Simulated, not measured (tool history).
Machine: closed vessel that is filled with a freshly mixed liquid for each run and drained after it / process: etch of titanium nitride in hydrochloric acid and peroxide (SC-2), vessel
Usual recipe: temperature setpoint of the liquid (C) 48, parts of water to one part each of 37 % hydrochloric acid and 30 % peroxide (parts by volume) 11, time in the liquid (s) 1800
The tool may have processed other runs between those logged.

run	hour	temperature setpoint of the liquid (C)	parts of water to one part each of 37 % hydrochloric acid and 30 % peroxide (parts by volume)	time in the liquid (s)	wafers since the last listed run	hours since the thermometer was replaced	hours since the chemicals flow meter was replaced	hours since the drum of peroxide was connected	hours since the gauge calibration	read-back film thickness of the titanium nitride reference wafer, read on the same gauge (nm)	thickness taken off the titanium nitride on a monitor wafer (nm)
1	0	43	11	1800	0	506.4	625.1	415.6	156.8	60.04	20.12
2	81.7	43	11	1800	2712	588.1	706.8	497.3	238.5	60.01	20.44
3	124.7	48	11	1235	1427	631.1	749.8	540.3	281.5	60	19.65
4	209.6	48	11	1800	2819	716	834.7	625.2	366.4	60	28.83
# hour 255: thermometer replaced
5	285.9	48	11	1800	2500	30.9	911	701.5	442.7	59.98	28.77
6	357.6	48	11	1800	2380	102.6	982.7	773.2	514.4	59.98	29.01
7	444.8	48	11	1800	2895	189.8	1069.9	860.4	601.6	60.02	29.42
# hour 483.5: chemicals flow meter replaced
8	520.4	48	11	1800	2477	265.4	36.9	936	677.2	59.98	27.02
9	567.9	43	7	2805	1577	312.9	84.4	983.5	724.7	59.98	43.08
# hour 610: new drum of peroxide connected
10	839.4	55	11	1800	8981	584.4	355.9	229.4	996.2	60.02	45.14
11	917.2	43.5	7	2165	2583	662.2	433.7	307.2	1074	60.04	36.18
12	970	52.5	11	1800	1753	715	486.5	360	1126.8	59.99	38.04
# hour 978.9: thermometer replaced
# hour 989.2: gauge calibrated
13	1083.4	43.5	11	1170	3732	104.5	599.9	473.4	94.2	60	13.23
14	1257.2	43.5	13.5	1800	5770	278.3	773.7	647.2	268	60.02	17.73
15	1438.5	48	11	1800	6019	459.6	955	828.5	449.3	59.99	28.84
16	1476.6	42	13	2290	1265	497.7	993.1	866.6	487.4	60.04	21.37

Take each entry between the runs: how does the hidden state at the last listed run before it differ from the hidden state at the first listed run after it?
Runs 4 to 5: thermometer replaced (hour 255)
  chemicals flow above the setpoint (%): 9.49 -> 10.3
  what was measured, less what the result would be without the hidden state, thickness taken off the titanium nitride on a monitor wafer (nm): +2.12 -> +2.27
Runs 7 to 8: chemicals flow meter replaced (hour 483.5)
  chemicals flow above the setpoint (%): 11.9 -> 0.951
  what was measured, less what the result would be without the hidden state, thickness taken off the titanium nitride on a monitor wafer (nm): +2.65 -> +0.21
Runs 9 to 10: new drum of peroxide connected (hour 610)
  chemicals flow above the setpoint (%): 1.44 -> 4.26
  what was measured, less what the result would be without the hidden state, thickness taken off the titanium nitride on a monitor wafer (nm): +0.48 -> +1.56
Runs 12 to 13: thermometer replaced (hour 978.9); gauge calibrated (hour 989.2)
  chemicals flow above the setpoint (%): 5.61 -> 6.79
  what was measured, less what the result would be without the hidden state, thickness taken off the titanium nitride on a monitor wafer (nm): +1.71 -> +0.71

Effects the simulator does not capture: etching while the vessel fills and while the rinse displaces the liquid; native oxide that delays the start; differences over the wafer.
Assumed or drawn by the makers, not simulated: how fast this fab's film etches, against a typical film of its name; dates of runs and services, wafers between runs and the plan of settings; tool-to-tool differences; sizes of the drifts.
